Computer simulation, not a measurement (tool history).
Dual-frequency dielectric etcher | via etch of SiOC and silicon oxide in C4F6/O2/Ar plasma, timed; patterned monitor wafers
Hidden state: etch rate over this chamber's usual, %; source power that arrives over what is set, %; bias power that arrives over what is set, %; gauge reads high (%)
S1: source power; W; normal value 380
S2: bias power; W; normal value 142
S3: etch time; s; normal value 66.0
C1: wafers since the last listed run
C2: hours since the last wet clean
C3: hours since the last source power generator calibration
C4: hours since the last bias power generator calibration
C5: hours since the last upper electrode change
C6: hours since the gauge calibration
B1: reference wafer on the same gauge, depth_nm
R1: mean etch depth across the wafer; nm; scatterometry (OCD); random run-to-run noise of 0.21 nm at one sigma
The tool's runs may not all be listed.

run 1 hour=0.0 | S1=380 S2=165 S3=66.0 | C1=0 C2=557.8 C3=4185.1 C4=1653.9 C5=2756.6 C6=104.0 | B1=50.9 | R1=68.1
run 2 hour=13.1 | S1=380 S2=165 S3=66.0 | C1=114 C2=570.9 C3=4198.2 C4=1667.0 C5=2769.7 C6=117.1 | B1=50.9 | R1=67.9
-- hour=25.6 gauge calibrated
run 3 hour=30.4 | S1=380 S2=142 S3=66.0 | C1=151 C2=588.2 C3=4215.5 C4=1684.3 C5=2787.0 C6=4.8 | B1=50.9 | R1=64.3
run 4 hour=39.0 | S1=380 S2=142 S3=66.0 | C1=75 C2=596.8 C3=4224.1 C4=1692.9 C5=2795.6 C6=13.4 | B1=50.9 | R1=64.6
-- hour=75.6 wet clean of the chamber
-- hour=78.1 upper electrode replaced, of another model than before
run 5 hour=78.6 | S1=380 S2=142 S3=66.0 | C1=114 C2=3.0 C3=4263.7 C4=1732.5 C5=0.5 C6=53.0 | B1=50.9 | R1=61.7
run 6 hour=78.9 | S1=380 S2=142 S3=66.0 | C1=2 C2=3.3 C3=4264.0 C4=1732.8 C5=0.8 C6=53.3 | B1=50.9 | R1=61.6
run 7 hour=79.3 | S1=380 S2=142 S3=66.0 | C1=3 C2=3.7 C3=4264.4 C4=1733.2 C5=1.2 C6=53.7 | B1=50.9 | R1=61.8
run 8 hour=83.2 | S1=440 S2=142 S3=66.0 | C1=34 C2=7.6 C3=4268.3 C4=1737.1 C5=5.1 C6=57.6 | B1=50.9 | R1=65.0
run 9 hour=96.8 | S1=440 S2=142 S3=66.0 | C1=119 C2=21.2 C3=4281.9 C4=1750.7 C5=18.7 C6=71.2 | B1=50.9 | R1=65.6
run 10 hour=106.7 | S1=290 S2=154 S3=55.5 | C1=86 C2=31.1 C3=4291.8 C4=1760.6 C5=28.6 C6=81.1 | B1=50.9 | R1=49.4
run 11 hour=119.9 | S1=380 S2=142 S3=81.5 | C1=115 C2=44.3 C3=4305.0 C4=1773.8 C5=41.8 C6=94.3 | B1=50.9 | R1=76.6
run 12 hour=128.6 | S1=380 S2=142 S3=66.0 | C1=76 C2=53.0 C3=4313.7 C4=1782.5 C5=50.5 C6=103.0 | B1=50.9 | R1=62.2
-- hour=139.5 bias power generator calibrated
run 13 hour=143.6 | S1=380 S2=168 S3=74.5 | C1=96 C2=68.0 C3=4328.7 C4=4.1 C5=65.5 C6=118.0 | B1=50.9 | R1=77.4
-- hour=152.9 source power generator calibrated
-- hour=158.7 gauge calibrated
run 14 hour=159.1 | S1=380 S2=142 S3=66.0 | C1=100 C2=83.5 C3=6.2 C4=19.6 C5=81.0 C6=0.4 | B1=50.9 | R1=62.3
run 15 hour=171.0 | S1=350 S2=112 S3=66.0 | C1=104 C2=95.4 C3=18.1 C4=31.5 C5=92.9 C6=12.3 | B1=50.9 | R1=52.0
run 16 hour=184.0 | S1=380 S2=132 S3=66.0 | C1=114 C2=108.4 C3=31.1 C4=44.5 C5=105.9 C6=25.3 | B1=50.9 | R1=59.5
run 17 hour=196.0 | S1=380 S2=142 S3=66.0 | C1=105 C2=120.4 C3=43.1 C4=56.5 C5=117.9 C6=37.3 | B1=50.9 | R1=62.5
run 18 hour=207.6 | S1=300 S2=142 S3=75.5 | C1=101 C2=132.0 C3=54.7 C4=68.1 C5=129.5 C6=48.9 | B1=50.9 | R1=65.4
run 19 hour=214.3 | S1=420 S2=142 S3=66.0 | C1=58 C2=138.7 C3=61.4 C4=74.8 C5=136.2 C6=55.6 | B1=50.9 | R1=64.9

For each run, what was the tool's unlogged condition?
source power that arrives over what is set, %: 0 across all the runs
bias power that arrives over what is set, %: 0 across all the runs
gauge reads high (%): 0 across all the runs
H1: etch rate over this chamber's usual, %
run=1 H1=4.33
run=2 H1=4.44
run=3 H1=4.6
run=4 H1=4.67
run=5 H1=0.453
run=6 H1=0.456
run=7 H1=0.46
run=8 H1=0.495
run=9 H1=0.617
run=10 H1=0.705
run=11 H1=0.824
run=12 H1=0.902
run=13 H1=1.04
run=14 H1=1.18
run=15 H1=1.28
run=16 H1=1.4
run=17 H1=1.51
run=18 H1=1.61
run=19 H1=1.67
